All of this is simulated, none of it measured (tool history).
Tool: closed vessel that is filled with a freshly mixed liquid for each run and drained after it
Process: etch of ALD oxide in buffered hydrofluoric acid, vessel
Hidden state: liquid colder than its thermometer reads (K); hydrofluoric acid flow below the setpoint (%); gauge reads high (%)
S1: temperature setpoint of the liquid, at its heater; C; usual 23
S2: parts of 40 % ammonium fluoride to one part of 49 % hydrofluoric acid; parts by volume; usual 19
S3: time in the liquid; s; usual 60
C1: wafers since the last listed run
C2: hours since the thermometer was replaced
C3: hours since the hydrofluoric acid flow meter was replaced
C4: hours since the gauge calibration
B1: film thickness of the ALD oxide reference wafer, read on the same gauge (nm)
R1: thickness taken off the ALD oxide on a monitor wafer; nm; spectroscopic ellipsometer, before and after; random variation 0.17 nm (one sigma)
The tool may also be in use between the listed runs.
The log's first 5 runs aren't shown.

run	hour	S1	S2	S3	C1	C2	C3	C4	B1	R1
6	381.9	23	19	60	6045	1270.8	1147.4	668.1	29.99	35.87
7	445.6	23	19	60	8481	1334.5	1211.1	731.8	30	36.07
8	476.8	23	19	70	4154	1365.7	1242.3	763	29.99	41.8
9	546.9	23	24	60	9333	1435.8	1312.4	833.1	29.99	30.06
10	576.8	23	20.5	60	3981	1465.7	1342.3	863	29.99	33.64
11	609.7	23	20.5	60	4380	1498.6	1375.2	895.9	29.99	33.71
12	646.1	23	20.5	60	4846	1535	1411.6	932.3	30	33.55
13	688	23	19	60	5578	1576.9	1453.5	974.2	30.02	35.79
14	726.8	23	19	60	5166	1615.7	1492.3	1013	30.01	35.85
# hour 810.1: thermometer replaced
# hour 843.5: hydrofluoric acid flow meter replaced
15	884.9	23	19	60	20784	74.8	41.4	1171.1	30	36.35
16	947.2	23	19	75	8295	137.1	103.7	1233.4	30	45.47

The next listed run, before its measurement:
17	988.3	23	19	60	5472	178.2	144.8	1274.5	?	?

B1: 29.97
R1: 36.28 nm
Without the tool's hidden state the same run would have given R1 36.44 nm.

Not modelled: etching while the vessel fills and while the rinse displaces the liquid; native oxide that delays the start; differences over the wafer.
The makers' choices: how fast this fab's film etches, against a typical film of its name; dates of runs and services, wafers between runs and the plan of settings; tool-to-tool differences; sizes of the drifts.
